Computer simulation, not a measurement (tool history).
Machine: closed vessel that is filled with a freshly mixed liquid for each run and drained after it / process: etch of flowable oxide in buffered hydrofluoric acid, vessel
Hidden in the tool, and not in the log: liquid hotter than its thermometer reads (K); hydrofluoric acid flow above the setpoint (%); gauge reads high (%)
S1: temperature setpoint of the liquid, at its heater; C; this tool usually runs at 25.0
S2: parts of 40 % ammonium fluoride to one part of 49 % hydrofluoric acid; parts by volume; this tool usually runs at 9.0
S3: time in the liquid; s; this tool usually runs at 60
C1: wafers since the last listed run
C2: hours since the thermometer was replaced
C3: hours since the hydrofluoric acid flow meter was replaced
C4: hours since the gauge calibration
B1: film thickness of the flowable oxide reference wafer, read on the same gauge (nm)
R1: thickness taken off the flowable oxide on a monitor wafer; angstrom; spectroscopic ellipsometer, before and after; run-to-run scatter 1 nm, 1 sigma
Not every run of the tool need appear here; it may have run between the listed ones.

| run | day | S1 | S2 | S3 | C1 | C2 | C3 | C4 | B1 | R1 |
|---|---|---|---|---|---|---|---|---|---|---|
| 1 | 0.000 | 27.0 | 9.0 | 60 | 0 | 2267.0 | 2269.7 | 191.1 | 90.03 | 2975.2 |
| 2 | 0.900 | 25.0 | 11.0 | 60 | 1812 | 2288.6 | 2291.3 | 212.7 | 89.99 | 2262.6 |
| 3 | 2.354 | 25.0 | 9.0 | 60 | 2929 | 2323.5 | 2326.2 | 247.6 | 89.97 | 2682.9 |
| 4 | 3.679 | 25.0 | 9.0 | 60 | 2669 | 2355.3 | 2358.0 | 279.4 | 89.99 | 2691.8 |
| 5 | 5.071 | 25.0 | 9.0 | 60 | 2803 | 2388.7 | 2391.4 | 312.8 | 90.02 | 2694.4 |
|  | 5.312 | hydrofluoric acid flow meter replaced |
| 6 | 5.858 | 25.0 | 9.0 | 60 | 1502 | 2407.6 | 13.1 | 331.7 | 90.01 | 2801.2 |
| 7 | 6.425 | 25.0 | 10.0 | 60 | 1141 | 2421.2 | 26.7 | 345.3 | 90.02 | 2527.8 |
| 8 | 7.288 | 25.0 | 10.0 | 60 | 1737 | 2441.9 | 47.4 | 366.0 | 89.99 | 2518.9 |
|  | 7.346 | thermometer replaced |
|  | 7.954 | hydrofluoric acid flow meter replaced, repeated, since the last time left the tool worse |
| 9 | 7.971 | 25.0 | 10.0 | 60 | 1208 | 15.0 | 0.4 | 382.4 | 90.05 | 2314.6 |
|  | 8.329 | gauge calibrated |
| 10 | 8.850 | 27.5 | 11.0 | 80 | 1771 | 36.1 | 21.5 | 12.5 | 89.99 | 3205.6 |
| 11 | 9.746 | 28.5 | 12.5 | 60 | 1804 | 57.6 | 43.0 | 34.0 | 89.99 | 2229.2 |
| 12 | 10.279 | 25.0 | 6.5 | 45 | 1074 | 70.4 | 55.8 | 46.8 | 89.99 | 2598.8 |
| 13 | 11.525 | 21.0 | 10.5 | 85 | 2509 | 100.3 | 85.7 | 76.7 | 90.01 | 2502.1 |
| 14 | 12.133 | 25.0 | 6.5 | 95 | 1225 | 114.9 | 100.3 | 91.3 | 89.99 | 5437.2 |
| 15 | 13.496 | 25.0 | 9.0 | 60 | 2744 | 147.6 | 133.0 | 124.0 | 90.00 | 2471.1 |
| 16 | 14.704 | 25.0 | 9.0 | 60 | 2434 | 176.6 | 162.0 | 153.0 | 89.99 | 2482.4 |

The next listed run, before its measurement:
| 17 | 16.142 | 27.5 | 9.0 | 30 | 2895 | 211.1 | 196.5 | 187.5 | ? | ? |

{"run 17": {"B1": 90.02, "R1": 1439.2}}
With no hidden state in the tool, this same run would have given R1 1396.4 angstrom.
